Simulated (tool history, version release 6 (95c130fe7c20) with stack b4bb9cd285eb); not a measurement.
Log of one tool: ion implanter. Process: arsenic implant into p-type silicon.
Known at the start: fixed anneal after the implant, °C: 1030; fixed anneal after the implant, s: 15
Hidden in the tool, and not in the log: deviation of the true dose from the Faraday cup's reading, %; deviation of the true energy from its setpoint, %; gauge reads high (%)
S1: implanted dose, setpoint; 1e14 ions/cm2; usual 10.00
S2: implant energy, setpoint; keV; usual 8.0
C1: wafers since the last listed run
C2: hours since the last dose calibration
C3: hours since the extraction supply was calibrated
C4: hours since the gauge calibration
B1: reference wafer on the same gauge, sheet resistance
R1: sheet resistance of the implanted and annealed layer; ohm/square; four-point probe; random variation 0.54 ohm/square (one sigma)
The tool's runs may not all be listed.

run 1 hour=0.0 | S1=10.00 S2=8.0 | C1=0 C2=233.1 C3=1702.4 C4=274.2 | B1=146.01 | R1=135.11
run 2 hour=67.5 | S1=10.00 S2=8.0 | C1=867 C2=300.6 C3=1769.9 C4=341.7 | B1=146.20 | R1=135.57
run 3 hour=107.4 | S1=10.00 S2=8.0 | C1=512 C2=340.5 C3=1809.8 C4=381.6 | B1=145.87 | R1=134.80
run 4 hour=173.4 | S1=10.00 S2=8.0 | C1=848 C2=406.5 C3=1875.8 C4=447.6 | B1=146.14 | R1=135.27
run 5 hour=220.1 | S1=10.00 S2=8.0 | C1=600 C2=453.2 C3=1922.5 C4=494.3 | B1=146.09 | R1=135.04
run 6 hour=247.5 | S1=12.27 S2=8.0 | C1=352 C2=480.6 C3=1949.9 C4=521.7 | B1=145.84 | R1=122.17
run 7 hour=272.2 | S1=12.27 S2=8.0 | C1=317 C2=505.3 C3=1974.6 C4=546.4 | B1=146.06 | R1=122.38
run 8 hour=322.0 | S1=10.00 S2=8.0 | C1=640 C2=555.1 C3=2024.4 C4=596.2 | B1=146.20 | R1=132.75
run 9 hour=355.7 | S1=10.00 S2=8.0 | C1=433 C2=588.8 C3=2058.1 C4=629.9 | B1=145.83 | R1=133.11
run 10 hour=395.6 | S1=10.00 S2=8.0 | C1=512 C2=628.7 C3=2098.0 C4=669.8 | B1=145.99 | R1=132.49
-- hour=410.1 gauge calibrated
run 11 hour=435.7 | S1=10.00 S2=8.0 | C1=515 C2=668.8 C3=2138.1 C4=25.6 | B1=146.11 | R1=133.02
run 12 hour=482.9 | S1=11.72 S2=5.5 | C1=606 C2=716.0 C3=2185.3 C4=72.8 | B1=145.80 | R1=127.22
-- hour=491.5 Faraday cup replaced and dose calibrated
run 13 hour=553.7 | S1=10.00 S2=8.0 | C1=807 C2=62.2 C3=2256.1 C4=143.6 | B1=146.27 | R1=135.73
run 14 hour=602.5 | S1=9.23 S2=5.5 | C1=627 C2=111.0 C3=2304.9 C4=192.4 | B1=145.98 | R1=145.04
run 15 hour=667.2 | S1=8.71 S2=10.0 | C1=831 C2=175.7 C3=2369.6 C4=257.1 | B1=146.06 | R1=142.44
run 16 hour=710.5 | S1=10.00 S2=8.0 | C1=556 C2=219.0 C3=2412.9 C4=300.4 | B1=146.01 | R1=135.27
-- hour=775.1 extraction supply calibrated
run 17 hour=775.6 | S1=11.13 S2=10.0 | C1=733 C2=284.1 C3=0.5 C4=365.5 | B1=145.91 | R1=124.58
run 18 hour=820.5 | S1=12.62 S2=10.5 | C1=577 C2=329.0 C3=45.4 C4=410.4 | B1=146.00 | R1=117.94
run 19 hour=851.5 | S1=7.37 S2=6.5 | C1=398 C2=360.0 C3=76.4 C4=441.4 | B1=145.97 | R1=161.67
run 20 hour=913.7 | S1=8.71 S2=10.0 | C1=799 C2=422.2 C3=138.6 C4=503.6 | B1=145.86 | R1=141.51
run 21 hour=941.9 | S1=7.16 S2=8.0 | C1=362 C2=450.4 C3=166.8 C4=531.8 | B1=146.23 | R1=160.44
run 22 hour=970.7 | S1=12.90 S2=6.5 | C1=370 C2=479.2 C3=195.6 C4=560.6 | B1=146.01 | R1=122.43
run 23 hour=1028.3 | S1=8.25 S2=6.5 | C1=740 C2=536.8 C3=253.2 C4=618.2 | B1=145.91 | R1=151.19

Forecast each of these 3 alternatives for the next run:
run A hour=1028.7 | S1=10.00 S2=8.0 | C1=5 C2=537.2 C3=253.6 C4=618.6 | B1=? | R1=?
run B hour=1028.7 | S1=12.27 S2=11.0 | C1=5 C2=537.2 C3=253.6 C4=618.6 | B1=? | R1=?
run C hour=1028.7 | S1=11.62 S2=10.0 | C1=5 C2=537.2 C3=253.6 C4=618.6 | B1=? | R1=?

run=A B1=145.96 R1=134.02
run=B B1=145.96 R1=118.19
run=C B1=145.96 R1=122.27
Without the tool's hidden state the same runs would have given:
run=A R1=136.45
run=B R1=119.92
run=C R1=124.18

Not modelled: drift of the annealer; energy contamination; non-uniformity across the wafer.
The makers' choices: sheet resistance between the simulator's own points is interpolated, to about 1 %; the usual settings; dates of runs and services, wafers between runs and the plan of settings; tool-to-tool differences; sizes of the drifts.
